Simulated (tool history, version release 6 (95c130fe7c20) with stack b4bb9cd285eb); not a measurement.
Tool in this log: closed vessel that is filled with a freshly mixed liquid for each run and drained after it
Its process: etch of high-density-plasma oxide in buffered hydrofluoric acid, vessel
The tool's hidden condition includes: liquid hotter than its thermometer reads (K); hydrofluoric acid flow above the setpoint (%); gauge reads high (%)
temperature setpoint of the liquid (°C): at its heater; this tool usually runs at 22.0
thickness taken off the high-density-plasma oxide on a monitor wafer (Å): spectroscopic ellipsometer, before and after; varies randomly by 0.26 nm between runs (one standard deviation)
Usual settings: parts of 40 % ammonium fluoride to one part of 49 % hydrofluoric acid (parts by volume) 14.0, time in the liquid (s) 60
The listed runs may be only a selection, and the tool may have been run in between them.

| run | hour | temperature setpoint of the liquid (°C) | parts of 40 % ammonium fluoride to one part of 49 % hydrofluoric acid (parts by volume) | time in the liquid (s) | wafers since the last listed run | hours since the thermometer was replaced | hours since the hydrofluoric acid flow meter was replaced | hours since the gauge calibration | read-back film thickness of the high-density-plasma oxide reference wafer, read on the same gauge (nm) | thickness taken off the high-density-plasma oxide on a monitor wafer (Å) |
|---|---|---|---|---|---|---|---|---|---|---|
| 1 | 0.0 | 22.0 | 14.0 | 60 | 0 | 474.1 | 892.8 | 636.1 | 30.01 | 592.7 |
| 2 | 66.0 | 22.0 | 14.0 | 60 | 4823 | 540.1 | 958.8 | 702.1 | 30.01 | 589.1 |
| 3 | 162.9 | 22.0 | 14.0 | 60 | 7082 | 637.0 | 1055.7 | 799.0 | 30.02 | 592.4 |
| 4 | 215.9 | 22.0 | 14.0 | 60 | 3873 | 690.0 | 1108.7 | 852.0 | 29.99 | 590.7 |
| 5 | 311.1 | 22.0 | 12.5 | 60 | 6958 | 785.2 | 1203.9 | 947.2 | 29.99 | 656.3 |
| 6 | 377.7 | 22.0 | 14.0 | 60 | 4867 | 851.8 | 1270.5 | 1013.8 | 29.97 | 591.6 |
|  | 464.3 | thermometer replaced |
| 7 | 556.8 | 22.0 | 14.0 | 60 | 13017 | 92.5 | 1449.6 | 1192.9 | 29.96 | 586.7 |
| 8 | 664.7 | 22.0 | 14.0 | 60 | 7886 | 200.4 | 1557.5 | 1300.8 | 30.00 | 593.4 |
| 9 | 707.7 | 22.0 | 17.0 | 60 | 3142 | 243.4 | 1600.5 | 1343.8 | 29.97 | 487.6 |
| 10 | 789.9 | 22.0 | 14.0 | 60 | 6008 | 325.6 | 1682.7 | 1426.0 | 30.01 | 588.9 |
| 11 | 865.6 | 22.0 | 10.5 | 60 | 5532 | 401.3 | 1758.4 | 1501.7 | 30.01 | 791.9 |
| 12 | 926.3 | 22.0 | 10.5 | 60 | 4436 | 462.0 | 1819.1 | 1562.4 | 30.02 | 783.1 |
| 13 | 1009.9 | 22.0 | 10.5 | 60 | 6110 | 545.6 | 1902.7 | 1646.0 | 29.98 | 785.6 |
| 14 | 1080.5 | 22.0 | 14.0 | 60 | 5160 | 616.2 | 1973.3 | 1716.6 | 29.98 | 591.3 |
| 15 | 1169.1 | 22.0 | 14.0 | 60 | 6475 | 704.8 | 2061.9 | 1805.2 | 30.03 | 590.4 |
|  | 1208.1 | hydrofluoric acid flow meter replaced |
| 16 | 1267.9 | 22.0 | 16.0 | 60 | 7148 | 803.6 | 59.8 | 1904.0 | 30.00 | 513.9 |
| 17 | 1343.6 | 22.0 | 14.0 | 60 | 5532 | 879.3 | 135.5 | 1979.7 | 29.98 | 594.9 |
| 18 | 1408.2 | 22.0 | 14.0 | 75 | 4721 | 943.9 | 200.1 | 2044.3 | 30.03 | 731.7 |
|  | 1453.4 | thermometer replaced |
| 19 | 1455.8 | 18.0 | 14.0 | 60 | 3406 | 2.4 | 247.7 | 2091.9 | 30.00 | 475.5 |
| 20 | 1501.7 | 22.0 | 14.0 | 80 | 3354 | 48.3 | 293.6 | 2137.8 | 30.04 | 787.8 |
| 21 | 1595.2 | 23.5 | 17.5 | 60 | 6833 | 141.8 | 387.1 | 2231.3 | 29.99 | 511.4 |
|  | 1612.2 | gauge calibrated |
| 22 | 1644.1 | 22.0 | 14.0 | 90 | 3574 | 190.7 | 436.0 | 31.9 | 29.97 | 882.7 |
| 23 | 1724.7 | 22.0 | 10.5 | 60 | 5891 | 271.3 | 516.6 | 112.5 | 30.00 | 782.4 |
| 24 | 1824.2 | 22.0 | 14.0 | 60 | 7272 | 370.8 | 616.1 | 212.0 | 29.98 | 588.4 |
| 25 | 1889.7 | 24.5 | 10.0 | 80 | 4787 | 436.3 | 681.6 | 277.5 | 30.00 | 1262.6 |
| 26 | 2093.0 | 25.0 | 14.0 | 60 | 14859 | 639.6 | 884.9 | 480.8 | 30.03 | 693.2 |
| 27 | 2152.0 | 22.0 | 11.0 | 30 | 4312 | 698.6 | 943.9 | 539.8 | 30.01 | 370.8 |
| 28 | 2220.8 | 22.0 | 9.0 | 60 | 5028 | 767.4 | 1012.7 | 608.6 | 30.05 | 878.7 |
| 29 | 2258.6 | 22.0 | 14.0 | 60 | 2762 | 805.2 | 1050.5 | 646.4 | 30.00 | 594.0 |
| 30 | 2312.1 | 25.5 | 16.0 | 60 | 3910 | 858.7 | 1104.0 | 699.9 | 29.98 | 631.9 |
| 31 | 2362.1 | 22.0 | 14.0 | 60 | 3654 | 908.7 | 1154.0 | 749.9 | 29.99 | 589.2 |

4 ways to go on from here, each from the tool as it stands after run 31. What would each give?
| A | 2362.8 | 22.0 | 14.0 | 60 | 51 | 909.4 | 1154.7 | 750.6 | ? | ? |
| B | 2362.8 | 23.5 | 14.0 | 40 | 51 | 909.4 | 1154.7 | 750.6 | ? | ? |
| C | 2362.8 | 26.0 | 10.5 | 30 | 51 | 909.4 | 1154.7 | 750.6 | ? | ? |
| D | 2362.8 | 18.0 | 17.0 | 70 | 51 | 909.4 | 1154.7 | 750.6 | ? | ? |

| run | read-back film thickness of the high-density-plasma oxide reference wafer, read on the same gauge (nm) | thickness taken off the high-density-plasma oxide on a monitor wafer (Å) |
|---|---|---|
| A | 30.01 | 591.0 |
| B | 30.01 | 427.9 |
| C | 30.01 | 486.9 |
| D | 30.01 | 455.1 |
The same runs, with their run-to-run variation unchanged, on a tool lacking any hidden condition would have given:
| run | thickness taken off the high-density-plasma oxide on a monitor wafer (Å) |
|---|---|
| A | 591.0 |
| B | 427.9 |
| C | 486.9 |
| D | 455.1 |
